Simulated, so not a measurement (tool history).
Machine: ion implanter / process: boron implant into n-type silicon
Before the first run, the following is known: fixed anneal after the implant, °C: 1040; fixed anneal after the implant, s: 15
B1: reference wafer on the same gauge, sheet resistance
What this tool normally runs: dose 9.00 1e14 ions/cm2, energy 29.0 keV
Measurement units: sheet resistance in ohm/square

Run 1, hour 0.0: usual settings; B1 118.96. Result: sheet resistance 109.88 ohm/square.
Run 2, hour 32.4: usual settings but dose 9.83 1e14 ions/cm2, energy 31.5 keV; B1 118.82. Result: sheet resistance 101.69 ohm/square.
Run 3, hour 65.1: usual settings; B1 118.99. Result: sheet resistance 110.38 ohm/square.
Run 4, hour 100.4: usual settings but energy 32.5 keV; B1 118.94. Result: sheet resistance 108.99 ohm/square.
Run 5, hour 130.3: usual settings but energy 32.5 keV; B1 119.11. Result: sheet resistance 109.26 ohm/square.
Run 6, hour 143.0: usual settings; B1 119.08. Result: sheet resistance 110.53 ohm/square.
At hour 157.4: Faraday cup replaced and dose calibrated.
Run 7, hour 173.4: usual settings but dose 8.41 1e14 ions/cm2, energy 36.0 keV; B1 118.90. Result: sheet resistance 119.49 ohm/square.
Run 8, hour 204.6: usual settings but dose 8.41 1e14 ions/cm2, energy 36.0 keV; B1 119.18. Result: sheet resistance 118.67 ohm/square.
Run 9, hour 229.8: usual settings but dose 8.12 1e14 ions/cm2; B1 118.99. Result: sheet resistance 123.42 ohm/square.
Run 10, hour 263.4: usual settings but dose 8.12 1e14 ions/cm2; B1 119.03. Result: sheet resistance 123.21 ohm/square.
Run 11, hour 294.3: usual settings but dose 8.12 1e14 ions/cm2; B1 118.93. Result: sheet resistance 122.81 ohm/square.
Run 12, hour 315.0: usual settings but dose 6.95 1e14 ions/cm2; B1 118.99. Result: sheet resistance 140.92 ohm/square.
Run 13, hour 331.9: usual settings; B1 118.86. Result: sheet resistance 112.80 ohm/square.
Run 14, hour 354.9: usual settings but dose 10.03 1e14 ions/cm2, energy 37.0 keV; B1 119.00. Result: sheet resistance 101.58 ohm/square.
Run 15, hour 369.3: usual settings but dose 6.57 1e14 ions/cm2, energy 22.0 keV; B1 118.88. Result: sheet resistance 151.28 ohm/square.
Run 16, hour 385.6: usual settings but dose 10.79 1e14 ions/cm2, energy 22.5 keV; B1 119.10. Result: sheet resistance 98.34 ohm/square.
Run 17, hour 420.3: usual settings but dose 10.54 1e14 ions/cm2, energy 21.0 keV; B1 118.87. Result: sheet resistance 100.88 ohm/square.
Run 18, hour 433.2: usual settings but dose 6.85 1e14 ions/cm2, energy 35.0 keV; B1 118.83. Result: sheet resistance 139.55 ohm/square.
Run 19, hour 452.6: usual settings but dose 6.99 1e14 ions/cm2, energy 22.5 keV; B1 118.95. Result: sheet resistance 143.41 ohm/square.
Run 20, hour 467.4: usual settings; B1 119.04. Result: sheet resistance 113.21 ohm/square.
At hour 482.5: gauge calibrated.
Run 21, hour 483.8: usual settings but energy 32.0 keV; B1 118.79. Result: sheet resistance 112.11 ohm/square.
At hour 501.7: extraction supply calibrated.
Run 22, hour 514.1: usual settings but dose 7.21 1e14 ions/cm2, energy 22.0 keV; B1 119.00. Result: sheet resistance 139.35 ohm/square.
Run 23, hour 543.2: usual settings but energy 24.0 keV; B1 118.91. Result: sheet resistance 113.42 ohm/square.
Run 24, hour 555.5: usual settings but dose 11.62 1e14 ions/cm2, energy 39.0 keV; B1 118.89. Result: sheet resistance 88.49 ohm/square.
Run 25, hour 640.7: usual settings but dose 9.99 1e14 ions/cm2, energy 35.5 keV; B1 118.99. Result: sheet resistance 101.28 ohm/square.
Run 26, hour 652.9: usual settings but dose 9.98 1e14 ions/cm2; B1 119.05. Result: sheet resistance 102.05 ohm/square.
Run 27, hour 677.3: usual settings but dose 8.20 1e14 ions/cm2, energy 36.0 keV; B1 119.07. Result: sheet resistance 118.37 ohm/square.
Run 28, hour 696.5: usual settings; B1 119.01. Result: sheet resistance 111.60 ohm/square.
Run 29, hour 726.6: usual settings; B1 119.06. Result: sheet resistance 111.18 ohm/square.
Run 30, hour 740.5: usual settings but dose 10.85 1e14 ions/cm2, energy 38.5 keV; B1 118.92. Result: sheet resistance 92.97 ohm/square.
Run 31, hour 761.7: usual settings; B1 118.97. Result: sheet resistance 111.01 ohm/square.
Run 32, hour 780.8: usual settings but dose 6.48 1e14 ions/cm2, energy 23.5 keV; B1 119.00. Result: sheet resistance 150.99 ohm/square.
Run 33, hour 794.8: usual settings; B1 119.13. Result: sheet resistance 110.52 ohm/square.
Run 34, hour 807.6: usual settings but dose 7.91 1e14 ions/cm2, energy 32.0 keV; B1 119.09. Result: sheet resistance 122.81 ohm/square.
Run 35, hour 842.7: usual settings but dose 11.32 1e14 ions/cm2, energy 36.5 keV; B1 118.82. Result: sheet resistance 90.27 ohm/square.
Run 36, hour 876.0: usual settings but dose 11.25 1e14 ions/cm2, energy 24.0 keV; B1 119.16. Result: sheet resistance 93.10 ohm/square.
Run 37, hour 908.4: usual settings but dose 11.42 1e14 ions/cm2, energy 34.5 keV; B1 119.14. Result: sheet resistance 89.56 ohm/square.
Run 38, hour 930.9: usual settings but dose 10.03 1e14 ions/cm2, energy 21.0 keV; B1 119.05. Result: sheet resistance 104.00 ohm/square.

Measured less the same run without the tool's hidden state. The same run-to-run variation is in both; the gauge's scatter may not be:
Hidden state present: deviation of the true dose from the Faraday cup's reading, %; deviation of the true energy from its setpoint, %; gauge reads high (%).
run  sheet resistance
  1             -4.35
  2             -4.04
  3             -4.41
  4             -4.33
  5             -4.35
  6             -4.45
  7             -0.50
  8             -0.70
  9             -0.91
 10             -1.12
 11             -1.30
 12             -1.63
 13             -1.40
 14             -1.35
 15             -2.17
 16             -1.47
 17             -1.65
 18             -2.28
 19             -2.57
 20             -2.05
 21             -2.09
 22             -2.84
 23             -2.41
 24             -1.90
 25             -2.42
 26             -2.51
 27             -2.91
 28             -2.88
 29             -2.96
 30             -2.50
 31             -3.06
 32             -4.27
 33             -3.14
 34             -3.47
 35             -2.68
 36             -2.83
 37             -2.80
 38             -3.32

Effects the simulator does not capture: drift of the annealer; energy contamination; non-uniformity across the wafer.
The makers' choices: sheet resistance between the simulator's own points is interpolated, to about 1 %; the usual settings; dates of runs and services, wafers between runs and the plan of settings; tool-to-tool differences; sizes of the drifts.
